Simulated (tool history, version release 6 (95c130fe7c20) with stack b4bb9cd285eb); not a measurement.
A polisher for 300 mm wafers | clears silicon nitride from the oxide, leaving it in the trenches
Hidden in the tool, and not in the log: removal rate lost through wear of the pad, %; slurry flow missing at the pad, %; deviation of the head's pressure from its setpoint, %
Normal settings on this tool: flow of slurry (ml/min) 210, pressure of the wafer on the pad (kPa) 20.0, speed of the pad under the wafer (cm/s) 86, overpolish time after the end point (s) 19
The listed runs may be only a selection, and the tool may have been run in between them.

run	day	flow of slurry (ml/min)	pressure of the wafer on the pad (kPa)	speed of the pad under the wafer (cm/s)	overpolish time after the end point (s)	wafers since the last listed run	wafers polished on this pad	hours since the slurry nozzle was cleaned	hours since the head pressure was calibrated	incoming thickness of the incoming film, nm	time until the end point was called (s)
1	0.000	210	20.0	86	19	0	1114	34.3	951.1	59.5	90.9
2	1.525	210	20.0	86	19	218	1333	70.9	987.7	59.0	90.1
3	3.362	210	20.0	86	19	263	1596	115.0	1031.8	59.9	95.2
# day 3.842: worn pad replaced by a new one
4	4.812	210	20.0	86	19	184	139	149.8	1066.6	59.7	90.9
# day 9.175: slurry nozzle cleaned
5	10.942	210	20.0	86	19	872	1012	42.4	1213.7	60.0	95.2
6	12.138	260	20.0	86	19	171	1183	71.1	1242.4	58.8	94.3
7	14.342	260	20.0	86	19	316	1499	124.0	1295.3	58.8	98.6
# day 15.592: worn pad replaced by a new one
8	17.038	260	20.0	86	19	362	207	188.7	1360.0	60.1	90.2
# day 17.829: head pressure recalibrated
9	18.850	210	20.0	86	19	247	455	232.2	24.5	60.2	81.5
10	20.392	210	20.0	86	19	221	676	269.2	61.5	59.6	82.5
# day 21.400: slurry nozzle cleaned
11	23.229	210	20.0	86	19	400	1076	43.9	129.6	59.2	84.1
# day 24.883: worn pad replaced by a new one
12	29.575	190	20.0	86	25	885	672	196.2	281.9	61.2	84.4
13	31.721	210	20.0	86	19	307	980	247.7	333.4	60.5	86.0
# day 32.562: slurry nozzle cleaned
14	34.717	140	16.5	56	13	423	1404	51.7	405.3	59.3	165.2
# day 36.408: worn pad replaced by a new one
15	37.700	210	26.2	86	10	403	185	123.3	476.9	59.9	65.8
16	40.046	210	20.0	60	19	336	521	179.6	533.2	60.9	121.1
17	43.042	210	20.0	86	19	429	950	251.5	605.1	59.9	86.5
18	44.229	175	24.8	116	8	170	1121	280.0	633.6	60.4	55.2
# day 44.575: slurry nozzle cleaned
19	47.208	260	22.8	86	9	421	1542	63.2	705.1	60.8	82.5
# day 47.738: worn pad replaced by a new one
20	49.221	150	20.0	86	15	264	212	111.5	753.4	59.1	85.9
21	51.238	140	22.1	94	19	289	501	159.9	801.8	59.9	74.9
22	53.779	210	24.8	116	19	364	866	220.9	862.8	60.4	54.3

Each row is a separate what-if for the run after 22, all from the same tool condition, not one after another. Results?
A	53.796	210	20.0	86	27	2	868	221.3	863.2	60.5	?
B	53.796	250	13.8	108	19	2	868	221.3	863.2	60.5	?
C	53.796	265	20.0	64	22	2	868	221.3	863.2	60.5	?
D	53.796	210	22.1	86	9	2	868	221.3	863.2	60.5	?
E	53.796	210	20.0	56	19	2	868	221.3	863.2	60.5	?

run	time until the end point was called (s)
A	88.3
B	92.7
C	115.9
D	81.4
E	135.6
Stripped of hidden state, with their random variation kept, the same runs would have yielded:
run	time until the end point was called (s)
A	82.3
B	86.5
C	108.1
D	75.8
E	126.4

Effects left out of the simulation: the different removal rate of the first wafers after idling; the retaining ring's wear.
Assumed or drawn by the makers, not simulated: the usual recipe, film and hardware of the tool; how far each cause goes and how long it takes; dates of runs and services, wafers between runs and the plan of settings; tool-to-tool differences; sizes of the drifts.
